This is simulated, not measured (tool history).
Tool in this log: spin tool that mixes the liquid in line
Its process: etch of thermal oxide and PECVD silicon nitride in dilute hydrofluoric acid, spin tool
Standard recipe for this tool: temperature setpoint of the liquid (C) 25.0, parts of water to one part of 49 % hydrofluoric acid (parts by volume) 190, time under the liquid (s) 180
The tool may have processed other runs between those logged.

run,hour,temperature setpoint of the liquid (C),parts of water to one part of 49 % hydrofluoric acid (parts by volume),time under the liquid (s),"read-back film thickness of the thermal oxide reference wafer, read on the same gauge (nm)","read-back film thickness of the PECVD silicon nitride reference wafer, read on the same gauge (nm)",thickness taken off the thermal oxide on a monitor wafer (Å),thickness taken off the PECVD silicon nitride on a monitor wafer (Å)
1,0.0,25.0,190,180,70.016,70.008,40.67,21.70
2,71.2,25.0,190,180,70.019,70.014,40.25,22.10
3,182.0,28.5,190,180,69.982,69.968,45.50,26.87
4,413.4,28.5,190,180,69.993,70.006,45.27,26.28
5,516.0,25.0,190,155,70.025,69.999,34.20,18.48
6,557.5,27.0,190,180,70.036,70.002,42.33,23.89
7,839.9,25.0,210,180,70.011,70.000,34.00,18.81
# hour 912.1: thermometer replaced
8,918.6,25.0,210,180,69.978,69.982,34.34,19.02
9,1117.2,22.5,190,180,69.993,70.002,34.78,17.79
10,1174.6,22.5,190,180,70.022,70.012,34.68,17.88
11,1215.7,25.0,190,240,69.968,70.021,50.72,28.10
12,1255.8,25.0,190,240,70.012,70.005,50.44,27.69
13,1319.1,25.0,285,230,70.001,70.014,29.16,17.46
14,1426.0,26.5,190,180,69.980,69.992,39.82,22.79
# hour 1472.2: hydrofluoric acid flow meter replaced
15,1482.8,23.5,190,275,70.010,69.971,58.60,30.27
16,1529.2,25.0,190,180,69.981,69.996,40.60,22.18
# hour 1543.5: gauge calibrated
17,1582.6,20.5,140,95,69.991,69.980,25.75,11.57
18,1659.1,25.0,190,270,69.969,70.003,59.96,32.22
19,1724.2,29.5,255,130,70.007,69.989,23.32,15.35
20,1781.7,25.0,190,180,69.983,70.009,40.14,21.68
21,1853.4,25.0,120,180,70.013,70.029,68.24,33.65
22,1954.8,25.0,190,180,69.997,70.029,39.71,21.46
23,1997.6,27.0,95,140,69.983,69.986,74.26,36.92
24,2102.0,21.5,230,120,69.963,69.981,18.23,9.35
25,2158.0,22.5,190,180,70.004,70.002,35.75,18.31

What if the next run were any one of these 4? Each begins from the tool's condition after run 25:
A,2158.5,25.0,190,260,?,?,?,?
B,2158.5,21.5,150,110,?,?,?,?
C,2158.5,25.0,240,180,?,?,?,?
D,2158.5,29.0,190,180,?,?,?,?

run,"read-back film thickness of the thermal oxide reference wafer, read on the same gauge (nm)","read-back film thickness of the PECVD silicon nitride reference wafer, read on the same gauge (nm)",thickness taken off the thermal oxide on a monitor wafer (Å),thickness taken off the PECVD silicon nitride on a monitor wafer (Å)
A,70.002,69.979,56.73,30.72
B,70.002,69.979,27.86,13.10
C,70.002,69.979,29.41,16.85
D,70.002,69.979,45.33,27.21
Had the tool no hidden state, the same runs would have come out as:
run,thickness taken off the thermal oxide on a monitor wafer (Å),thickness taken off the PECVD silicon nitride on a monitor wafer (Å)
A,59.23,31.83
B,29.03,13.57
C,30.75,17.46
D,47.36,28.21

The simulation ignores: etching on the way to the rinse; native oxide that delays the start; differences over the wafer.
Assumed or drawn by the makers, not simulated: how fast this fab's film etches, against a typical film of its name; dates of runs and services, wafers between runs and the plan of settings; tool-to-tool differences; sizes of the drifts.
